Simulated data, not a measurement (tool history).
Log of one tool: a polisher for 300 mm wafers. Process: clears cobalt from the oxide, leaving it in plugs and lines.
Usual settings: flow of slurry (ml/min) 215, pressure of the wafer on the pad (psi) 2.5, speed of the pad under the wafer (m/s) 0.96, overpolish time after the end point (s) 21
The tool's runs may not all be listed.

run	hour	flow of slurry (ml/min)	pressure of the wafer on the pad (psi)	speed of the pad under the wafer (m/s)	overpolish time after the end point (s)	wafers since the last listed run	wafers polished on this pad	hours since the slurry nozzle was cleaned	hours since the head pressure was calibrated	incoming thickness of the incoming film, nm	time until the end point was called (s)	dishing of a wide line in a test structure (angstrom)
1	0	190	2.5	0.88	21	0	525	149.8	175.2	168	27.6	488
2	80.9	215	2.5	0.96	21	978	1503	230.7	256.1	168.5	25.3	504
3	185.4	165	2.5	0.96	15	1263	2767	335.2	360.6	170.9	26.3	435
4	277.4	215	2.5	0.96	21	1112	3880	427.2	452.6	169.1	25.9	484
# hour 339.2: head pressure recalibrated
# hour 344.4: slurry nozzle cleaned
5	369.3	215	2.5	0.96	21	1075	4955	24.9	30.1	170.6	26.1	477
# hour 429.6: worn pad replaced by a new one
6	436.7	215	2.9	0.72	21	766	86	92.3	97.5	168.9	29.2	473
7	520.4	215	2.5	0.96	21	1012	1098	176	181.2	169.4	25.9	490
8	626.5	215	2.5	0.96	21	1283	2381	282.1	287.3	172	26.7	492
9	665.7	215	2.5	0.96	21	474	2855	321.3	326.5	170.5	25.2	484
10	718.1	215	2.5	0.96	21	633	3489	373.7	378.9	169.9	25.6	488
11	772.3	215	2.3	0.96	17	655	4145	427.9	433.1	167.8	27.2	455
12	826.4	215	2.5	0.96	21	654	4799	482	487.2	170.5	26	499
# hour 828.6: head pressure recalibrated
13	900.6	215	2.5	0.96	21	873	5672	556.2	72	169.4	25.5	488
# hour 916.9: slurry nozzle cleaned
# hour 956.1: worn pad replaced by a new one
14	977.3	215	2.5	0.96	21	867	256	60.4	148.7	171.7	26.2	490
15	1043.9	215	2.5	0.96	21	805	1062	127	215.3	167.8	24.6	497
16	1134.7	240	1.8	0.66	12	1098	2160	217.8	306.1	167.1	50.6	288
17	1192.2	215	2.5	0.96	21	695	2855	275.3	363.6	172.9	25.8	488
18	1262.9	280	2.1	1.08	21	855	3710	346	434.3	169.6	26.6	483
# hour 1357: head pressure recalibrated
19	1357.5	215	2.5	0.96	21	1119	4830	440.6	0.5	171	25.7	491
# hour 1429: slurry nozzle cleaned
20	1446	165	2.9	0.68	16	1058	5889	17	89	169.3	31.8	427
# hour 1526.8: worn pad replaced by a new one
21	1541.7	215	2.5	0.96	21	1109	180	112.7	184.7	170.3	25.6	485
22	1579.8	190	2	1.22	15	460	641	150.8	222.8	168.1	25	431
23	1632.2	190	2.5	1.1	11	633	1275	203.2	275.2	168.6	22.3	418
24	1669.8	215	3.4	0.96	30	454	1729	240.8	312.8	169.5	19.4	514
25	1709.7	215	1.7	0.96	21	482	2212	280.7	352.7	170.1	36.9	443
26	1797.6	215	1.9	0.96	11	1063	3275	368.6	440.6	169.1	33.6	345
# hour 1823.9: head pressure recalibrated
27	1847.2	215	2.5	0.96	15	575	3851	418.2	23.3	170.9	26.1	447
# hour 1906.3: slurry nozzle cleaned
28	1952.7	165	2.5	0.96	15	1263	5114	46.4	128.8	169.8	25.2	448
29	2037.5	260	3.2	0.96	21	1025	6140	131.2	213.6	168.6	19.7	507
# hour 2052.3: worn pad replaced by a new one
30	2075.9	215	2.5	0.96	21	416	285	169.6	252	172.1	25.1	480
31	2147.7	215	2.5	0.96	21	868	1153	241.4	323.8	168	25.6	479
32	2238.9	215	3.3	0.76	14	1102	2256	332.6	415	169.8	25.8	443
33	2283	285	2.8	0.64	27	533	2789	376.7	459.1	172.6	35.2	487

The tool's hidden state at each run:
removal rate lost through wear of the pad, %: 0 in every run
slurry flow missing at the pad, %: 0 in every run
deviation of the head's pressure from its setpoint, %: 0 in every run

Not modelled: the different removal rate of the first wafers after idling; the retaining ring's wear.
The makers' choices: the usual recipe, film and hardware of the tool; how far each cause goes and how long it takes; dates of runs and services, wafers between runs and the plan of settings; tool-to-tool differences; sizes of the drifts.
